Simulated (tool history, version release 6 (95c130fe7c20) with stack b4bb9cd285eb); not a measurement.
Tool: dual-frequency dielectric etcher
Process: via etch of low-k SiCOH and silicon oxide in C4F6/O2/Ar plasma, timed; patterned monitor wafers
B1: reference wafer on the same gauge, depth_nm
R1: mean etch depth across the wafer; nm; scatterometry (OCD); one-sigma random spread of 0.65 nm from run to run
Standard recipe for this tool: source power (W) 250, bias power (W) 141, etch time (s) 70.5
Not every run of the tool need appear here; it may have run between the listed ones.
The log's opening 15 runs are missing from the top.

{"run": 16, "hour": 190.9, "source power (W)": 230, "bias power (W)": 120, "etch time (s)": 62.0, "B1": 136.9, "R1": 111.9}
{"run": 17, "hour": 200.8, "source power (W)": 250, "bias power (W)": 141, "etch time (s)": 70.5, "B1": 137.0, "R1": 137.8}
{"hour": 234.1, "done": "source power generator calibrated"}
{"hour": 235.5, "done": "wet clean of the chamber"}
{"hour": 256.1, "done": "upper electrode replaced"}
{"run": 18, "hour": 256.6, "source power (W)": 250, "bias power (W)": 141, "etch time (s)": 70.5, "B1": 136.9, "R1": 142.1}
{"run": 19, "hour": 257.0, "source power (W)": 250, "bias power (W)": 141, "etch time (s)": 70.5, "B1": 137.1, "R1": 141.4}
{"run": 20, "hour": 277.7, "source power (W)": 250, "bias power (W)": 161, "etch time (s)": 55.5, "B1": 136.9, "R1": 115.7}
{"run": 21, "hour": 295.7, "source power (W)": 250, "bias power (W)": 141, "etch time (s)": 70.5, "B1": 137.1, "R1": 141.8}
{"run": 22, "hour": 304.4, "source power (W)": 200, "bias power (W)": 116, "etch time (s)": 88.0, "B1": 137.1, "R1": 153.8}
{"run": 23, "hour": 313.7, "source power (W)": 290, "bias power (W)": 124, "etch time (s)": 57.0, "B1": 136.9, "R1": 115.2}
{"run": 24, "hour": 320.5, "source power (W)": 250, "bias power (W)": 141, "etch time (s)": 70.5, "B1": 137.0, "R1": 141.8}
{"run": 25, "hour": 336.9, "source power (W)": 270, "bias power (W)": 141, "etch time (s)": 70.5, "B1": 137.1, "R1": 143.4}
{"run": 26, "hour": 347.1, "source power (W)": 230, "bias power (W)": 129, "etch time (s)": 82.0, "B1": 137.0, "R1": 155.8}
{"run": 27, "hour": 364.1, "source power (W)": 290, "bias power (W)": 120, "etch time (s)": 79.5, "B1": 137.0, "R1": 157.5}
{"run": 28, "hour": 381.3, "source power (W)": 250, "bias power (W)": 124, "etch time (s)": 81.5, "B1": 137.0, "R1": 155.3}
{"run": 29, "hour": 393.4, "source power (W)": 270, "bias power (W)": 141, "etch time (s)": 87.5, "B1": 137.0, "R1": 176.3}
{"run": 30, "hour": 402.5, "source power (W)": 250, "bias power (W)": 141, "etch time (s)": 70.5, "B1": 136.9, "R1": 140.3}

Consider 4 possible next runs. They are alternatives, not a sequence: every one starts from the tool as it was left by run 30. What does each give?
{"run": "A", "hour": 402.9, "source power (W)": 250, "bias power (W)": 120, "etch time (s)": 70.5, "B1": "?", "R1": "?"}
{"run": "B", "hour": 402.9, "source power (W)": 200, "bias power (W)": 132, "etch time (s)": 82.0, "B1": "?", "R1": "?"}
{"run": "C", "hour": 402.9, "source power (W)": 250, "bias power (W)": 141, "etch time (s)": 61.0, "B1": "?", "R1": "?"}
{"run": "D", "hour": 402.9, "source power (W)": 250, "bias power (W)": 112, "etch time (s)": 89.0, "B1": "?", "R1": "?"}

run=A B1=137.0 R1=133.5
run=B B1=137.0 R1=149.2
run=C B1=137.0 R1=121.5
run=D B1=137.0 R1=165.0
Stripped of hidden state, with their random variation kept, the same runs would have yielded:
run=A R1=136.0
run=B R1=152.0
run=C R1=123.8
run=D R1=168.0
